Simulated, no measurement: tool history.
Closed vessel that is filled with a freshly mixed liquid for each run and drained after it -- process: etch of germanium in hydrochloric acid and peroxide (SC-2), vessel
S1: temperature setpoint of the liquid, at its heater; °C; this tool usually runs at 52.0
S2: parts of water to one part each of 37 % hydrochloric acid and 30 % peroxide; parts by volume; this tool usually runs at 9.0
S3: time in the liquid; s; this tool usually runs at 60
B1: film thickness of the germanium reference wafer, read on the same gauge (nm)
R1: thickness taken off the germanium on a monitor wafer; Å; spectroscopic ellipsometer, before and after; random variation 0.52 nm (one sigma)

run 1 hour=0.0 | S1=54.5 S2=10.5 S3=60 | B1=119.99 | R1=1591.4
run 2 hour=32.9 | S1=54.5 S2=10.5 S3=60 | B1=120.01 | R1=1592.3
run 3 hour=55.8 | S1=52.0 S2=9.0 S3=35 | B1=120.00 | R1=873.2
run 4 hour=83.1 | S1=52.0 S2=9.0 S3=35 | B1=120.00 | R1=879.5
run 5 hour=103.3 | S1=52.0 S2=9.0 S3=60 | B1=120.01 | R1=1501.0
run 6 hour=127.8 | S1=52.0 S2=9.0 S3=60 | B1=120.00 | R1=1495.0
run 7 hour=157.7 | S1=52.0 S2=9.0 S3=60 | B1=120.01 | R1=1504.9
run 8 hour=171.5 | S1=52.0 S2=9.0 S3=60 | B1=120.01 | R1=1503.0
run 9 hour=183.9 | S1=52.0 S2=9.0 S3=60 | B1=120.01 | R1=1509.1
run 10 hour=217.4 | S1=52.0 S2=9.0 S3=40 | B1=120.01 | R1=1006.9
run 11 hour=246.2 | S1=52.0 S2=9.0 S3=60 | B1=120.00 | R1=1505.9
run 12 hour=266.4 | S1=52.0 S2=9.0 S3=60 | B1=120.01 | R1=1507.2
run 13 hour=289.4 | S1=52.0 S2=9.0 S3=60 | B1=120.01 | R1=1499.9
run 14 hour=313.2 | S1=52.0 S2=9.0 S3=45 | B1=120.01 | R1=1136.1
run 15 hour=363.6 | S1=61.0 S2=5.5 S3=80 | B1=120.00 | R1=2712.7
-- hour=382.2 thermometer replaced
run 16 hour=383.9 | S1=49.0 S2=12.0 S3=60 | B1=120.01 | R1=1233.5
-- hour=402.3 new drum of peroxide connected
run 17 hour=403.9 | S1=52.0 S2=9.0 S3=60 | B1=120.01 | R1=1400.5
run 18 hour=419.1 | S1=54.5 S2=9.0 S3=60 | B1=120.01 | R1=1501.4
-- hour=441.2 chemicals flow meter replaced
run 19 hour=444.9 | S1=52.0 S2=9.0 S3=35 | B1=120.02 | R1=815.2
-- hour=461.0 gauge calibrated
run 20 hour=475.3 | S1=52.0 S2=7.0 S3=60 | B1=119.99 | R1=1425.9
run 21 hour=503.8 | S1=58.0 S2=9.0 S3=60 | B1=120.01 | R1=1681.7
run 22 hour=535.6 | S1=52.0 S2=9.0 S3=60 | B1=120.00 | R1=1407.0
run 23 hour=551.3 | S1=52.0 S2=5.5 S3=60 | B1=120.02 | R1=1436.9
run 24 hour=578.5 | S1=52.0 S2=6.0 S3=80 | B1=119.99 | R1=1927.5
run 25 hour=598.7 | S1=52.0 S2=6.0 S3=40 | B1=119.98 | R1=956.3
run 26 hour=626.7 | S1=59.0 S2=9.0 S3=35 | B1=120.01 | R1=1016.3
run 27 hour=657.8 | S1=60.0 S2=12.5 S3=80 | B1=120.00 | R1=2299.1
run 28 hour=684.4 | S1=55.5 S2=6.0 S3=60 | B1=120.03 | R1=1614.2
run 29 hour=704.9 | S1=52.0 S2=4.5 S3=60 | B1=120.01 | R1=1463.3

Predict each of these 5 candidate next runs independently; none follows another, all start after run 29:
run A hour=705.6 | S1=52.0 S2=9.0 S3=60 | B1=? | R1=?
run B hour=705.6 | S1=59.0 S2=7.0 S3=35 | B1=? | R1=?
run C hour=705.6 | S1=52.0 S2=10.0 S3=60 | B1=? | R1=?
run D hour=705.6 | S1=52.0 S2=11.5 S3=60 | B1=? | R1=?
run E hour=705.6 | S1=52.0 S2=12.0 S3=35 | B1=? | R1=?

run=A B1=120.00 R1=1405.5
run=B B1=120.00 R1=1034.3
run=C B1=120.00 R1=1392.1
run=D B1=120.00 R1=1371.5
run=E B1=120.00 R1=796.0
Without the tool's hidden state the same runs would have given:
run=A R1=1389.0
run=B R1=1022.6
run=C R1=1375.8
run=D R1=1355.5
run=E R1=786.7
